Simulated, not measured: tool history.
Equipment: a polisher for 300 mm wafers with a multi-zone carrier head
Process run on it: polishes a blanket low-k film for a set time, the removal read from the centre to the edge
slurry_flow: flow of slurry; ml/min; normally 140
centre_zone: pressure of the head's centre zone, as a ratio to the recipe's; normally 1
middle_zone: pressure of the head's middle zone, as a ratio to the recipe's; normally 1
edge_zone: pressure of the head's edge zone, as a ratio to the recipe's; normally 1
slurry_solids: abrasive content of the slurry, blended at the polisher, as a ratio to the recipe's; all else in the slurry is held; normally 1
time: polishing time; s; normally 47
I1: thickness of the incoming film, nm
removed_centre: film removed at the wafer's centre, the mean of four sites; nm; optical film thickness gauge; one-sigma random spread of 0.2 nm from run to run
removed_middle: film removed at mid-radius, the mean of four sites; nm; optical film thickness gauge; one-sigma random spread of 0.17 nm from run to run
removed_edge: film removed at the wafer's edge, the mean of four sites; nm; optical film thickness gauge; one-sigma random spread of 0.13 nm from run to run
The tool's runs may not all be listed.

Run 1, day 0: usual settings; I1 516.4. Result: removed_centre 14.6 nm, removed_middle 15.1 nm, removed_edge 15.3 nm.
At day 0.733: worn pad replaced by a new one.
Run 2, day 2.888: usual settings; I1 513.3. Result: removed_centre 14.5 nm, removed_middle 15.3 nm, removed_edge 15.3 nm.
Run 3, day 5.717: usual settings; I1 515.2. Result: removed_centre 14.2 nm, removed_middle 14.6 nm, removed_edge 15 nm.
Run 4, day 7.342: usual settings; I1 510.7. Result: removed_centre 13.9 nm, removed_middle 14.8 nm, removed_edge 14.8 nm.
Run 5, day 9.254: usual settings; I1 516.9. Result: removed_centre 13.9 nm, removed_middle 14.3 nm, removed_edge 14.4 nm.
At day 9.579: worn pad replaced by a new one.
Run 6, day 10.912: usual settings; I1 510. Result: removed_centre 14 nm, removed_middle 15.1 nm, removed_edge 15.4 nm.
Run 7, day 12.517: usual settings; I1 513.7. Result: removed_centre 13.8 nm, removed_middle 14.6 nm, removed_edge 14.6 nm.
At day 14.2: slurry nozzle cleaned.
At day 14.446: carrier head's membrane replaced by a new one.
Run 8, day 14.946: usual settings; I1 517. Result: removed_centre 15.5 nm, removed_middle 15.3 nm, removed_edge 15.8 nm.
At day 18.775: worn pad replaced by a new one.
Run 9, day 20.692: usual settings; I1 499. Result: removed_centre 15.2 nm, removed_middle 15.8 nm, removed_edge 15.7 nm.
Run 10, day 21.958: usual settings; I1 506. Result: removed_centre 14.9 nm, removed_middle 15.4 nm, removed_edge 15.5 nm.
Run 11, day 24.875: usual settings but slurry_flow 100 ml/min, centre_zone 0.91, edge_zone 1.04, time 59 s; I1 511.1. Result: removed_centre 14.1 nm, removed_middle 16.6 nm, removed_edge 17.9 nm.
At day 24.983: edge zone pressure recalibrated.
Run 12, day 26.242: usual settings but middle_zone 0.94, slurry_solids 0.7; I1 509.7. Result: removed_centre 11.6 nm, removed_middle 11.5 nm, removed_edge 12.2 nm.
At day 27.138: centre zone pressure recalibrated.
At day 27.521: worn pad replaced by a new one.
Run 13, day 28.162: usual settings; I1 507.8. Result: removed_centre 15.3 nm, removed_middle 15.6 nm, removed_edge 15.7 nm.
Run 14, day 30.104: usual settings but slurry_flow 100 ml/min; I1 513.1. Result: removed_centre 12.5 nm, removed_middle 13.3 nm, removed_edge 14.1 nm.
Run 15, day 32.888: usual settings but slurry_flow 95 ml/min; I1 506.5. Result: removed_centre 11.7 nm, removed_middle 12.6 nm, removed_edge 13.6 nm.
Run 16, day 34.075: usual settings; I1 513.7. Result: removed_centre 13.6 nm, removed_middle 14.4 nm, removed_edge 14.7 nm.
Run 17, day 35.112: usual settings but centre_zone 1.11, slurry_solids 1.3; I1 511.4. Result: removed_centre 17.1 nm, removed_middle 16.2 nm, removed_edge 16.5 nm.

Predict the results of run 18:
At day 36.479: worn pad replaced by a new one.
Run 18, day 37.783: usual settings but slurry_flow 170 ml/min, middle_zone 0.89, time 38 s; I1 516.5. Result: removed_centre ?, removed_middle ?, removed_edge ?.

removed_centre: 12 nm
removed_middle: 11.6 nm
removed_edge: 12.5 nm
If the tool had no hidden condition, the same run with the same run-to-run variation would have returned removed_centre 13.8 nm, removed_middle 13.1 nm, removed_edge 13.9 nm.
